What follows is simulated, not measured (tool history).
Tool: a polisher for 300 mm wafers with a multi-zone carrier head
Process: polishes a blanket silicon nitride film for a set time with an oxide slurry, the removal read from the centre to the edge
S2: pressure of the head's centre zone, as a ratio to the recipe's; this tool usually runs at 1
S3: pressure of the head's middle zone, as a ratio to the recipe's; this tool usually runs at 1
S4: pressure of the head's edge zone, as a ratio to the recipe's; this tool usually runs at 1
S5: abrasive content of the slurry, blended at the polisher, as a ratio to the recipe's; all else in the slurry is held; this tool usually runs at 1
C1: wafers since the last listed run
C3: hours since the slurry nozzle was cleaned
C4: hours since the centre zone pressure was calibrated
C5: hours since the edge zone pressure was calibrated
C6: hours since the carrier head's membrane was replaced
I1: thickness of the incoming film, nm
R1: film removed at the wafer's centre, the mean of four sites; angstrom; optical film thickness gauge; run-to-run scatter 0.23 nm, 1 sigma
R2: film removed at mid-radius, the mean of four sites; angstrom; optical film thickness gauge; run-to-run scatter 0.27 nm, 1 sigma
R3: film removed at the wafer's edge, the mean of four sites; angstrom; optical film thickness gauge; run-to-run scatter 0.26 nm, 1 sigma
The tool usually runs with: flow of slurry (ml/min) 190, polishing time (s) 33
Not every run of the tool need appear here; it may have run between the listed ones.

Run 1, day 0: usual settings; C1 0; wafers polished on this pad 460; C3 268.4; C4 945.1; C5 429.7; C6 1145.2; I1 302.5. Result: R1 253 angstrom, R2 292 angstrom, R3 284 angstrom.
Run 2, day 0.5: usual settings; C1 101; wafers polished on this pad 561; C3 280.4; C4 957.1; C5 441.7; C6 1157.2; I1 302.4. Result: R1 251 angstrom, R2 291 angstrom, R3 276 angstrom.
Run 3, day 1.025: usual settings; C1 106; wafers polished on this pad 667; C3 293; C4 969.7; C5 454.3; C6 1169.8; I1 295.4. Result: R1 254 angstrom, R2 293 angstrom, R3 278 angstrom.
Run 4, day 1.275: usual settings; C1 50; wafers polished on this pad 717; C3 299; C4 975.7; C5 460.3; C6 1175.8; I1 301.8. Result: R1 251 angstrom, R2 289 angstrom, R3 276 angstrom.
Run 5, day 1.733: usual settings; C1 92; wafers polished on this pad 810; C3 310; C4 986.7; C5 471.3; C6 1186.8; I1 303.9. Result: R1 249 angstrom, R2 286 angstrom, R3 273 angstrom.
Run 6, day 2.396: usual settings but S3 1.07; C1 133; wafers polished on this pad 944; C3 325.9; C4 1002.6; C5 487.2; C6 1202.7; I1 299.9. Result: R1 251 angstrom, R2 298 angstrom, R3 268 angstrom.
Run 7, day 3.079: usual settings but polishing time (s) 41; C1 138; wafers polished on this pad 1082; C3 342.3; C4 1019; C5 503.6; C6 1219.1; I1 300.5. Result: R1 303 angstrom, R2 345 angstrom, R3 333 angstrom.
At day 3.529: worn pad replaced by a new one.
Run 8, day 3.55: usual settings but polishing time (s) 41; C1 61; wafers polished on this pad 3; C3 353.6; C4 1030.3; C5 514.9; C6 1230.4; I1 305.2. Result: R1 336 angstrom, R2 385 angstrom, R3 366 angstrom.
Run 9, day 3.983: usual settings; C1 87; wafers polished on this pad 91; C3 364; C4 1040.7; C5 525.3; C6 1240.8; I1 295.9. Result: R1 268 angstrom, R2 304 angstrom, R3 293 angstrom.
At day 4.542: carrier head's membrane replaced by a new one.
Run 10, day 5.667: usual settings; C1 298; wafers polished on this pad 389; C3 404.4; C4 1081.1; C5 565.7; C6 27; I1 305. Result: R1 258 angstrom, R2 295 angstrom, R3 281 angstrom.
Run 11, day 5.938: usual settings but S2 1.07, S3 0.95, S4 0.94, S5 0.7; C1 54; wafers polished on this pad 444; C3 410.9; C4 1087.6; C5 572.2; C6 33.5; I1 303.9. Result: R1 242 angstrom, R2 247 angstrom, R3 240 angstrom.
Run 12, day 6.525: usual settings but flow of slurry (ml/min) 160; C1 118; wafers polished on this pad 563; C3 425; C4 1101.7; C5 586.3; C6 47.6; I1 296.7. Result: R1 247 angstrom, R2 286 angstrom, R3 271 angstrom.
At day 6.867: edge zone pressure recalibrated.
At day 8.567: worn pad replaced by a new one.
Run 13, day 8.612: usual settings; C1 371; wafers polished on this pad 9; C3 475.1; C4 1151.8; C5 41.9; C6 97.7; I1 299.4. Result: R1 263 angstrom, R2 306 angstrom, R3 286 angstrom.
At day 8.729: centre zone pressure recalibrated.
At day 8.817: slurry nozzle cleaned.
Run 14, day 10.479: usual settings but S3 1.05; C1 352; wafers polished on this pad 361; C3 39.9; C4 42; C5 86.7; C6 142.5; I1 296.8. Result: R1 285 angstrom, R2 306 angstrom, R3 282 angstrom.
Run 15, day 11.079: usual settings but flow of slurry (ml/min) 155; C1 121; wafers polished on this pad 482; C3 54.3; C4 56.4; C5 101.1; C6 156.9; I1 300.6. Result: R1 267 angstrom, R2 282 angstrom, R3 271 angstrom.
Run 16, day 11.429: usual settings but S2 0.93, S3 1.03, polishing time (s) 23; C1 70; wafers polished on this pad 553; C3 62.7; C4 64.8; C5 109.5; C6 165.3; I1 297.8. Result: R1 180 angstrom, R2 207 angstrom, R3 196 angstrom.
Run 17, day 12.067: usual settings but flow of slurry (ml/min) 135, S2 0.95, S4 1.07, polishing time (s) 21; C1 128; wafers polished on this pad 681; C3 78; C4 80.1; C5 124.8; C6 180.6; I1 296.6. Result: R1 154 angstrom, R2 169 angstrom, R3 170 angstrom.
Run 18, day 12.804: usual settings but S2 1.07, S5 0.9; C1 149; wafers polished on this pad 831; C3 95.7; C4 97.8; C5 142.5; C6 198.3; I1 298. Result: R1 280 angstrom, R2 274 angstrom, R3 262 angstrom.
Run 19, day 13.529: usual settings; C1 146; wafers polished on this pad 977; C3 113.1; C4 115.2; C5 159.9; C6 215.7; I1 298.7. Result: R1 269 angstrom, R2 278 angstrom, R3 269 angstrom.
At day 14.117: worn pad replaced by a new one.
Run 20, day 14.279: usual settings but S3 1.11; C1 117; wafers polished on this pad 32; C3 131.1; C4 133.2; C5 177.9; C6 233.7; I1 299.5. Result: R1 288 angstrom, R2 334 angstrom, R3 292 angstrom.

4 options for the next run, each taken on its own from the tool as it stands now. Forecast them:
Run A, day 14.296: usual settings but polishing time (s) 42; C1 3; wafers polished on this pad 36; C3 131.5; C4 133.6; C5 178.3; C6 234.1; I1 298.6. Result: R1 ?, R2 ?, R3 ?.
Run B, day 14.296: usual settings but S3 0.91, polishing time (s) 39; C1 3; wafers polished on this pad 36; C3 131.5; C4 133.6; C5 178.3; C6 234.1; I1 298.6. Result: R1 ?, R2 ?, R3 ?.
Run C, day 14.296: usual settings but flow of slurry (ml/min) 155, S3 0.95, polishing time (s) 28; C1 3; wafers polished on this pad 36; C3 131.5; C4 133.6; C5 178.3; C6 234.1; I1 298.6. Result: R1 ?, R2 ?, R3 ?.
Run D, day 14.296: usual settings but flow of slurry (ml/min) 140, S4 1.07, S5 0.8; C1 3; wafers polished on this pad 36; C3 131.5; C4 133.6; C5 178.3; C6 234.1; I1 298.6. Result: R1 ?, R2 ?, R3 ?.

run   R1   R2   R3
  A  367  399  372
  B  340  344  346
  C  234  246  241
  D  246  269  261
What these runs would have given with no unlogged condition in the tool:
run   R1   R2   R3
  A  382  402  375
  B  354  347  349
  C  244  248  244
  D  256  272  263
